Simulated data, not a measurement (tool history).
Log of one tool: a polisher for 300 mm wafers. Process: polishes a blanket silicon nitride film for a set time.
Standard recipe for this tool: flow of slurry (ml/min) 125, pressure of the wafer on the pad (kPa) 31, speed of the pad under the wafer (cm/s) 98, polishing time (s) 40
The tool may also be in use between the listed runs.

run,hour,flow of slurry (ml/min),pressure of the wafer on the pad (kPa),speed of the pad under the wafer (cm/s),polishing time (s),"incoming thickness of the incoming film, nm",film removed (Å)
1,0,140,31,98,40,459,823
2,88.1,140,31,98,40,459.3,821
3,142.8,125,31,98,46,464.6,908
4,218.1,125,31,98,46,450.7,927
5,278.5,125,31,98,40,461.7,808
6,360.8,125,31,98,40,463,805
7,442.9,125,31,98,40,459.4,782
8,508.7,125,31,98,40,468.8,792
9,603.6,125,31,98,40,455.1,788
10,686.9,125,31,98,50,458.5,993
11,751.4,125,31,98,40,464.3,768
12,827.8,125,31,120,33,460.2,738
13,865.3,145,20,72,40,455.2,487
14,919.4,85,31,98,54,459.1,962
15,967.7,125,28.3,98,40,455.5,725
16,1065.3,125,31,86,40,462.3,778
17,1109.2,145,31,78,49,458.4,943

Not shown: 7 entries that the log had between the listed runs. Between which runs, and how does the tool's hidden state differ before and after?
In the gap between runs 3 and 4: worn pad replaced by a new one (hour 169.1)
  removal rate lost through wear of the pad, %: 3.52 -> 1.24; deviation of the head's pressure from its setpoint, %: 2.28 -> 3.25
  measured value less the no-hidden-state value, film removed (Å): -14 -> +15
In the gap between runs 6 and 7: worn pad replaced by a new one (hour 387.2); head pressure recalibrated (hour 414.2)
  removal rate lost through wear of the pad, %: 4.14 -> 1.34; deviation of the head's pressure from its setpoint, %: 5.45 -> -0.259
  measured value less the no-hidden-state value, film removed (Å): +5 -> -12
In the gap between runs 8 and 9: slurry nozzle cleaned (hour 539.8); worn pad replaced by a new one (hour 595.7)
  removal rate lost through wear of the pad, %: 2.68 -> 1.02; deviation of the head's pressure from its setpoint, %: -0.167 -> 0.137
  measured value less the no-hidden-state value, film removed (Å): -23 -> -7
In the gap between runs 11 and 12: worn pad replaced by a new one (hour 800.2)
  removal rate lost through wear of the pad, %: 4.02 -> 0.837; deviation of the head's pressure from its setpoint, %: 1.02 -> 1.66
  measured value less the no-hidden-state value, film removed (Å): -25 -> +5
In the gap between runs 15 and 16: worn pad replaced by a new one (hour 1055)
  removal rate lost through wear of the pad, %: 3.68 -> 0.282; deviation of the head's pressure from its setpoint, %: 3.19 -> 4.52
  measured value less the no-hidden-state value, film removed (Å): -6 -> +29

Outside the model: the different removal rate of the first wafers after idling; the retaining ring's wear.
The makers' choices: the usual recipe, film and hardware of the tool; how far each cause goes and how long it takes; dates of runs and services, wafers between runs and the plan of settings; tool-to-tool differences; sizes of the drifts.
